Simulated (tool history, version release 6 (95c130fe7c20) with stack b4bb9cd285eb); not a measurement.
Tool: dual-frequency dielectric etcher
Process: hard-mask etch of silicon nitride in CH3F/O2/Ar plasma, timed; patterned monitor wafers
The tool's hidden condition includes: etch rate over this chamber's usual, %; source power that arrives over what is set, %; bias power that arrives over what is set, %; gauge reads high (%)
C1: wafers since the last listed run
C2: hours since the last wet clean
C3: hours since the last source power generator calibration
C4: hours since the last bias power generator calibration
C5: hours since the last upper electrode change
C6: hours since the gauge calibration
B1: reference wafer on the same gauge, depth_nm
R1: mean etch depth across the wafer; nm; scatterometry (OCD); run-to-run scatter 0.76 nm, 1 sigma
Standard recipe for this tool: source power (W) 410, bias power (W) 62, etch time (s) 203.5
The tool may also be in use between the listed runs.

Run 1, hour 0: usual settings; C1 0; C2 343.3; C3 1620.9; C4 2413.9; C5 3135.2; C6 306.3; B1 150.1. Result: R1 135.5 nm.
At hour 40.1: wet clean of the chamber.
Run 2, hour 40.6: usual settings but bias power (W) 56; C1 85; C2 0.5; C3 1661.5; C4 2454.5; C5 3175.8; C6 346.9; B1 149.8. Result: R1 136.9 nm.
Run 3, hour 59.2: usual settings; C1 95; C2 19.1; C3 1680.1; C4 2473.1; C5 3194.4; C6 365.5; B1 149.9. Result: R1 140.4 nm.
Run 4, hour 82.7: usual settings but source power (W) 430; C1 120; C2 42.6; C3 1703.6; C4 2496.6; C5 3217.9; C6 389; B1 150.4. Result: R1 143.9 nm.
At hour 102: gauge calibrated.
Run 5, hour 135.2: usual settings but source power (W) 430; C1 269; C2 95.1; C3 1756.1; C4 2549.1; C5 3270.4; C6 33.2; B1 150. Result: R1 141.6 nm.
Run 6, hour 164.9: usual settings but source power (W) 430; C1 152; C2 124.8; C3 1785.8; C4 2578.8; C5 3300.1; C6 62.9; B1 149.8. Result: R1 142.5 nm.
At hour 193: upper electrode replaced.
Run 7, hour 193.5: usual settings but bias power (W) 68; C1 23; C2 153.4; C3 1814.4; C4 2607.4; C5 0.5; C6 91.5; B1 150.1. Result: R1 143.8 nm.
Run 8, hour 200.7: usual settings but bias power (W) 68; C1 36; C2 160.6; C3 1821.6; C4 2614.6; C5 7.7; C6 98.7; B1 150.1. Result: R1 143.6 nm.
Run 9, hour 235.9: usual settings but bias power (W) 68; C1 180; C2 195.8; C3 1856.8; C4 2649.8; C5 42.9; C6 133.9; B1 150. Result: R1 141.9 nm.
Run 10, hour 263.8: usual settings; C1 143; C2 223.7; C3 1884.7; C4 2677.7; C5 70.8; C6 161.8; B1 149.9. Result: R1 138 nm.
Run 11, hour 288.5: usual settings; C1 126; C2 248.4; C3 1909.4; C4 2702.4; C5 95.5; C6 186.5; B1 150.1. Result: R1 138 nm.
Run 12, hour 318.2: usual settings; C1 152; C2 278.1; C3 1939.1; C4 2732.1; C5 125.2; C6 216.2; B1 150.3. Result: R1 136.2 nm.
At hour 342.7: bias power generator calibrated.
At hour 381.8: wet clean of the chamber.
Run 13, hour 382.3: usual settings; C1 185; C2 0.5; C3 2003.2; C4 39.6; C5 189.3; C6 280.3; B1 150. Result: R1 140.9 nm.
Run 14, hour 390.8: usual settings but source power (W) 370, bias power (W) 53; C1 43; C2 9; C3 2011.7; C4 48.1; C5 197.8; C6 288.8; B1 150.2. Result: R1 128.2 nm.
Run 15, hour 403.4: usual settings but source power (W) 380, bias power (W) 50, etch time (s) 157.5; C1 64; C2 21.6; C3 2024.3; C4 60.7; C5 210.4; C6 301.4; B1 150. Result: R1 97.3 nm.
Run 16, hour 427.4: usual settings but bias power (W) 70, etch time (s) 243; C1 123; C2 45.6; C3 2048.3; C4 84.7; C5 234.4; C6 325.4; B1 150.3. Result: R1 173.1 nm.
At hour 430.1: gauge calibrated.
At hour 449.2: source power generator calibrated.
Run 17, hour 450: usual settings but source power (W) 470, bias power (W) 47, etch time (s) 233; C1 95; C2 68.2; C3 0.8; C4 107.3; C5 257; C6 19.9; B1 150. Result: R1 158.9 nm.
Run 18, hour 479.2: usual settings; C1 149; C2 97.4; C3 30; C4 136.5; C5 286.2; C6 49.1; B1 149.9. Result: R1 139.8 nm.
Run 19, hour 500.4: usual settings but source power (W) 360, bias power (W) 49; C1 108; C2 118.6; C3 51.2; C4 157.7; C5 307.4; C6 70.3; B1 150. Result: R1 120.5 nm.
Run 20, hour 512.6: usual settings but source power (W) 430; C1 62; C2 130.8; C3 63.4; C4 169.9; C5 319.6; C6 82.5; B1 150.1. Result: R1 143.1 nm.
Run 21, hour 526.8: usual settings but bias power (W) 50; C1 72; C2 145; C3 77.6; C4 184.1; C5 333.8; C6 96.7; B1 149.6. Result: R1 129.1 nm.
Run 22, hour 560.9: usual settings but source power (W) 380, etch time (s) 178; C1 175; C2 179.1; C3 111.7; C4 218.2; C5 367.9; C6 130.8; B1 150. Result: R1 117.2 nm.
Run 23, hour 578.7: usual settings; C1 91; C2 196.9; C3 129.5; C4 236; C5 385.7; C6 148.6; B1 150. Result: R1 137.5 nm.
Run 24, hour 591: usual settings but source power (W) 380; C1 63; C2 209.2; C3 141.8; C4 248.3; C5 398; C6 160.9; B1 150.1. Result: R1 132.5 nm.
Run 25, hour 620: usual settings but bias power (W) 54; C1 148; C2 238.2; C3 170.8; C4 277.3; C5 427; C6 189.9; B1 150. Result: R1 130.4 nm.

Consider 5 possible next runs. They are alternatives, not a sequence: every one starts from the tool as it was left by run 25. What does each give?
Run A, hour 620.5: usual settings; C1 2; C2 238.7; C3 171.3; C4 277.8; C5 427.5; C6 190.4; B1 ?. Result: R1 ?.
Run B, hour 620.5: usual settings but source power (W) 440; C1 2; C2 238.7; C3 171.3; C4 277.8; C5 427.5; C6 190.4; B1 ?. Result: R1 ?.
Run C, hour 620.5: usual settings but source power (W) 340, bias power (W) 52, etch time (s) 185.5; C1 2; C2 238.7; C3 171.3; C4 277.8; C5 427.5; C6 190.4; B1 ?. Result: R1 ?.
Run D, hour 620.5: usual settings but source power (W) 310, etch time (s) 174; C1 2; C2 238.7; C3 171.3; C4 277.8; C5 427.5; C6 190.4; B1 ?. Result: R1 ?.
Run E, hour 620.5: usual settings but source power (W) 340, bias power (W) 67; C1 2; C2 238.7; C3 171.3; C4 277.8; C5 427.5; C6 190.4; B1 ?. Result: R1 ?.

run     B1     R1
  A  149.9  137.3
  B  149.9  142.2
  C  149.9  107.8
  D  149.9  101.7
  E  149.9  128.1
Take away the tool's hidden state, keep each run's random variation, and the runs would have read:
run     R1
  A  140.9
  B  145.9
  C  110.6
  D  104.3
  E  131.4
